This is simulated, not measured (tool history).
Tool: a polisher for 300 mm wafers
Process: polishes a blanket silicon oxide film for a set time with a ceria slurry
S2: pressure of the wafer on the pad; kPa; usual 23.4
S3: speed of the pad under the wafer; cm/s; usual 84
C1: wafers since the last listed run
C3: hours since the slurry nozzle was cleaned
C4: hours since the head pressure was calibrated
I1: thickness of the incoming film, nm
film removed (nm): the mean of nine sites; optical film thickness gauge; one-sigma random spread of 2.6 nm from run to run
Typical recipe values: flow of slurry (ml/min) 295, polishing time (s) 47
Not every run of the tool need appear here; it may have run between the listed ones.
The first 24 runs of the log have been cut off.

{"run": 25, "day": 54.317, "flow of slurry (ml/min)": 360, "S2": 17.9, "S3": 100, "polishing time (s)": 47, "C1": 637, "wafers polished on this pad": 2072, "C3": 243.1, "C4": 638.0, "I1": 746.1, "film removed (nm)": 161.3}
{"run": 26, "day": 56.342, "flow of slurry (ml/min)": 295, "S2": 23.4, "S3": 84, "polishing time (s)": 54, "C1": 317, "wafers polished on this pad": 2390, "C3": 291.7, "C4": 686.6, "I1": 729.4, "film removed (nm)": 200.7}
{"day": 57.025, "done": "worn pad replaced by a new one, of another model than before"}
{"run": 27, "day": 58.558, "flow of slurry (ml/min)": 395, "S2": 23.4, "S3": 98, "polishing time (s)": 47, "C1": 320, "wafers polished on this pad": 240, "C3": 344.9, "C4": 739.8, "I1": 726.6, "film removed (nm)": 207.0}
{"run": 28, "day": 60.025, "flow of slurry (ml/min)": 295, "S2": 29.0, "S3": 84, "polishing time (s)": 47, "C1": 229, "wafers polished on this pad": 469, "C3": 380.1, "C4": 775.0, "I1": 747.8, "film removed (nm)": 217.8}
{"run": 29, "day": 67.583, "flow of slurry (ml/min)": 330, "S2": 28.3, "S3": 68, "polishing time (s)": 32, "C1": 1183, "wafers polished on this pad": 1653, "C3": 561.5, "C4": 956.4, "I1": 734.0, "film removed (nm)": 126.9}
{"run": 30, "day": 68.729, "flow of slurry (ml/min)": 295, "S2": 23.4, "S3": 108, "polishing time (s)": 51, "C1": 179, "wafers polished on this pad": 1832, "C3": 589.0, "C4": 983.9, "I1": 749.1, "film removed (nm)": 224.1}
{"run": 31, "day": 71.671, "flow of slurry (ml/min)": 295, "S2": 23.4, "S3": 112, "polishing time (s)": 47, "C1": 460, "wafers polished on this pad": 2293, "C3": 659.6, "C4": 1054.5, "I1": 735.1, "film removed (nm)": 216.2}
{"run": 32, "day": 74.438, "flow of slurry (ml/min)": 330, "S2": 23.4, "S3": 84, "polishing time (s)": 47, "C1": 433, "wafers polished on this pad": 2726, "C3": 726.0, "C4": 1120.9, "I1": 733.8, "film removed (nm)": 178.1}
{"day": 76.317, "done": "worn pad replaced by a new one"}
{"run": 33, "day": 76.754, "flow of slurry (ml/min)": 295, "S2": 23.4, "S3": 84, "polishing time (s)": 35, "C1": 336, "wafers polished on this pad": 68, "C3": 781.6, "C4": 1176.5, "I1": 735.6, "film removed (nm)": 138.4}
{"run": 34, "day": 78.367, "flow of slurry (ml/min)": 295, "S2": 16.5, "S3": 84, "polishing time (s)": 47, "C1": 252, "wafers polished on this pad": 320, "C3": 820.3, "C4": 1215.2, "I1": 746.7, "film removed (nm)": 145.5}
{"run": 35, "day": 79.671, "flow of slurry (ml/min)": 195, "S2": 31.0, "S3": 84, "polishing time (s)": 47, "C1": 204, "wafers polished on this pad": 525, "C3": 851.6, "C4": 1246.5, "I1": 753.9, "film removed (nm)": 225.0}
{"day": 79.996, "done": "head pressure recalibrated"}
{"run": 36, "day": 80.842, "flow of slurry (ml/min)": 205, "S2": 30.3, "S3": 84, "polishing time (s)": 57, "C1": 170, "wafers polished on this pad": 695, "C3": 879.7, "C4": 20.3, "I1": 726.5, "film removed (nm)": 274.4}
{"run": 37, "day": 83.008, "flow of slurry (ml/min)": 295, "S2": 23.4, "S3": 84, "polishing time (s)": 47, "C1": 339, "wafers polished on this pad": 1034, "C3": 931.7, "C4": 72.3, "I1": 732.8, "film removed (nm)": 184.3}

4 options for the next run, each taken on its own from the tool as it stands now. Forecast them:
{"run": "A", "day": 83.025, "flow of slurry (ml/min)": 295, "S2": 23.4, "S3": 84, "polishing time (s)": 47, "C1": 2, "wafers polished on this pad": 1037, "C3": 932.1, "C4": 72.7, "I1": 738.5, "film removed (nm)": "?"}
{"run": "B", "day": 83.025, "flow of slurry (ml/min)": 295, "S2": 23.4, "S3": 76, "polishing time (s)": 47, "C1": 2, "wafers polished on this pad": 1037, "C3": 932.1, "C4": 72.7, "I1": 738.5, "film removed (nm)": "?"}
{"run": "C", "day": 83.025, "flow of slurry (ml/min)": 345, "S2": 31.7, "S3": 112, "polishing time (s)": 61, "C1": 2, "wafers polished on this pad": 1037, "C3": 932.1, "C4": 72.7, "I1": 738.5, "film removed (nm)": "?"}
{"run": "D", "day": 83.025, "flow of slurry (ml/min)": 295, "S2": 31.7, "S3": 70, "polishing time (s)": 47, "C1": 2, "wafers polished on this pad": 1037, "C3": 932.1, "C4": 72.7, "I1": 738.5, "film removed (nm)": "?"}

run=A film_removed_(nm)=176.9
run=B film_removed_(nm)=166.8
run=C film_removed_(nm)=353.5
run=D film_removed_(nm)=202.1
The same runs, with their run-to-run variation unchanged, on a tool lacking any hidden condition would have given:
run=A film_removed_(nm)=181.8
run=B film_removed_(nm)=171.4
run=C film_removed_(nm)=363.3
run=D film_removed_(nm)=207.6

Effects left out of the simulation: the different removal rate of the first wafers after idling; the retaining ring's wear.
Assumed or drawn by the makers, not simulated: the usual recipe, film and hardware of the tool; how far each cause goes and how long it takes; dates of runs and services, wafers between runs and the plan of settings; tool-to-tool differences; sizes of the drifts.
